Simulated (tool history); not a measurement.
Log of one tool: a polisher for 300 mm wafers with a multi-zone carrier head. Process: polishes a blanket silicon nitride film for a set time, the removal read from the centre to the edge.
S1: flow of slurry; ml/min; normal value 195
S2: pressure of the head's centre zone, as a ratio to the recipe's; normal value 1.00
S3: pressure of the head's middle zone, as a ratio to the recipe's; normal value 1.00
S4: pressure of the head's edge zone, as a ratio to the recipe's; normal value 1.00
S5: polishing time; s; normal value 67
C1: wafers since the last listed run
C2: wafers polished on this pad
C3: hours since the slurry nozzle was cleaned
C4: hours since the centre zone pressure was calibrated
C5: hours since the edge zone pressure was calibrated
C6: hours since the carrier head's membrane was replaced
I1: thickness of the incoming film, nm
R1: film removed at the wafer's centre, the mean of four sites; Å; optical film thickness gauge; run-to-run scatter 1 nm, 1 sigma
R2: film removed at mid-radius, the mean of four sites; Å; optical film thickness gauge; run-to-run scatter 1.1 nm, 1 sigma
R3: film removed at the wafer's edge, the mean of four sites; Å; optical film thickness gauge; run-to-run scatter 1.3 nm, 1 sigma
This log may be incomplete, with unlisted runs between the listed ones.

Run 1, hour 0.0: usual settings but S2 1.07, S4 0.93; C1 0; C2 1385; C3 353.9; C4 462.7; C5 1053.2; C6 192.5; I1 966.3. Result: R1 1116 Å, R2 1079 Å, R3 1009 Å.
At hour 30.5: centre zone pressure recalibrated.
Run 2, hour 67.1: usual settings but S2 1.07, S4 0.93; C1 612; C2 1997; C3 421.0; C4 36.6; C5 1120.3; C6 259.6; I1 953.1. Result: R1 1122 Å, R2 1058 Å, R3 999 Å.
Run 3, hour 97.7: usual settings but S5 81 s; C1 287; C2 2285; C3 451.6; C4 67.2; C5 1150.9; C6 290.2; I1 944.8. Result: R1 1256 Å, R2 1274 Å, R3 1253 Å.
Run 4, hour 137.6: usual settings but S4 1.08; C1 375; C2 2660; C3 491.5; C4 107.1; C5 1190.8; C6 330.1; I1 966.5. Result: R1 1046 Å, R2 1040 Å, R3 1042 Å.
At hour 143.0: slurry nozzle cleaned.
At hour 219.8: edge zone pressure recalibrated.
Run 5, hour 301.5: usual settings but S2 0.92; C1 1513; C2 4174; C3 158.5; C4 271.0; C5 81.7; C6 494.0; I1 952.6. Result: R1 937 Å, R2 1001 Å, R3 1009 Å.
At hour 343.3: carrier head's membrane replaced by a new one.
At hour 344.7: worn pad replaced by a new one.
Run 6, hour 373.1: usual settings but S1 155 ml/min, S4 0.95; C1 613; C2 267; C3 230.1; C4 342.6; C5 153.3; C6 29.8; I1 945.6. Result: R1 1062 Å, R2 1064 Å, R3 1027 Å.
Run 7, hour 402.9: usual settings but S4 1.08; C1 280; C2 547; C3 259.9; C4 372.4; C5 183.1; C6 59.6; I1 968.3. Result: R1 1089 Å, R2 1109 Å, R3 1112 Å.
At hour 514.3: centre zone pressure recalibrated.
Run 8, hour 547.4: usual settings but S1 165 ml/min, S2 0.97, S3 1.09, S4 0.93; C1 1340; C2 1888; C3 404.4; C4 33.1; C5 327.6; C6 204.1; I1 938.0. Result: R1 979 Å, R2 1102 Å, R3 982 Å.
At hour 611.0: slurry nozzle cleaned.
Run 9, hour 611.5: usual settings but S1 230 ml/min, S3 0.95, S4 1.07; C1 593; C2 2482; C3 0.5; C4 97.2; C5 391.7; C6 268.2; I1 944.4. Result: R1 1060 Å, R2 1018 Å, R3 1081 Å.
Run 10, hour 640.4: usual settings; C1 271; C2 2754; C3 29.4; C4 126.1; C5 420.6; C6 297.1; I1 960.5. Result: R1 1037 Å, R2 1023 Å, R3 1040 Å.
Run 11, hour 705.1: usual settings but S1 220 ml/min, S2 1.09, S5 47 s; C1 608; C2 3362; C3 94.1; C4 190.8; C5 485.3; C6 361.8; I1 945.0. Result: R1 816 Å, R2 744 Å, R3 733 Å.
Run 12, hour 745.1: usual settings but S1 260 ml/min, S2 1.11, S5 51 s; C1 376; C2 3739; C3 134.1; C4 230.8; C5 525.3; C6 401.8; I1 948.6. Result: R1 923 Å, R2 828 Å, R3 784 Å.
Run 13, hour 795.2: usual settings but S1 145 ml/min, S3 0.95, S4 0.95, S5 83 s; C1 471; C2 4210; C3 184.2; C4 280.9; C5 575.4; C6 451.9; I1 943.4. Result: R1 1196 Å, R2 1153 Å, R3 1173 Å.
At hour 806.1: worn pad replaced by a new one.
Run 14, hour 845.5: usual settings; C1 435; C2 370; C3 234.5; C4 331.2; C5 625.7; C6 502.2; I1 953.0. Result: R1 1089 Å, R2 1098 Å, R3 1095 Å.
Run 15, hour 881.9: usual settings but S2 0.91, S3 1.05, S5 78 s; C1 342; C2 713; C3 270.9; C4 367.6; C5 662.1; C6 538.6; I1 950.6. Result: R1 1151 Å, R2 1316 Å, R3 1237 Å.
At hour 941.3: carrier head's membrane replaced by a new one.
Run 16, hour 941.8: usual settings but S3 0.94, S5 45 s; C1 516; C2 1229; C3 330.8; C4 427.5; C5 722.0; C6 0.5; I1 951.0. Result: R1 707 Å, R2 681 Å, R3 693 Å.
Run 17, hour 1004.2: usual settings but S2 1.09, S3 1.09, S5 78 s; C1 587; C2 1816; C3 393.2; C4 489.9; C5 784.4; C6 62.9; I1 958.0. Result: R1 1347 Å, R2 1308 Å, R3 1191 Å.
At hour 1013.3: centre zone pressure recalibrated.
Run 18, hour 1048.3: usual settings; C1 396; C2 2212; C3 437.3; C4 35.0; C5 828.5; C6 107.0; I1 944.3. Result: R1 1031 Å, R2 1031 Å, R3 1005 Å.
At hour 1049.3: slurry nozzle cleaned.
Run 19, hour 1080.3: usual settings; C1 291; C2 2504; C3 31.0; C4 67.0; C5 860.5; C6 139.0; I1 948.6. Result: R1 1029 Å, R2 1054 Å, R3 1016 Å.
Run 20, hour 1107.8: usual settings; C1 258; C2 2763; C3 58.5; C4 94.5; C5 888.0; C6 166.5; I1 941.9. Result: R1 1021 Å, R2 1024 Å, R3 1032 Å.
Run 21, hour 1155.6: usual settings but S3 1.08; C1 449; C2 3213; C3 106.3; C4 142.3; C5 935.8; C6 214.3; I1 966.2. Result: R1 1013 Å, R2 1108 Å, R3 993 Å.
At hour 1190.6: worn pad replaced by a new one.
Run 22, hour 1195.3: usual settings but S3 0.95, S4 1.06; C1 335; C2 43; C3 146.0; C4 182.0; C5 975.5; C6 254.0; I1 955.5. Result: R1 1097 Å, R2 1079 Å, R3 1120 Å.
Run 23, hour 1255.7: usual settings but S2 1.07, S4 0.93; C1 568; C2 612; C3 206.4; C4 242.4; C5 1035.9; C6 314.4; I1 947.7. Result: R1 1159 Å, R2 1069 Å, R3 1030 Å.

3 ways to go on from here, each from the tool as it stands after run 23. What would each give?
Run A, hour 1256.1: usual settings but S1 150 ml/min; C1 3; C2 616; C3 206.8; C4 242.8; C5 1036.3; C6 314.8; I1 963.8. Result: R1 ?, R2 ?, R3 ?.
Run B, hour 1256.1: usual settings but S1 160 ml/min; C1 3; C2 616; C3 206.8; C4 242.8; C5 1036.3; C6 314.8; I1 963.8. Result: R1 ?, R2 ?, R3 ?.
Run C, hour 1256.1: usual settings but S1 145 ml/min, S2 1.07, S4 0.89, S5 59 s; C1 3; C2 616; C3 206.8; C4 242.8; C5 1036.3; C6 314.8; I1 963.8. Result: R1 ?, R2 ?, R3 ?.

run    R1    R2    R3
  A  1007  1025  1011
  B  1023  1040  1021
  C   941   896   838
With the hidden condition removed and each run's random variation left untouched, the same runs would have given:
run    R1    R2    R3
  A  1067  1086  1071
  B  1084  1101  1081
  C   997   949   888
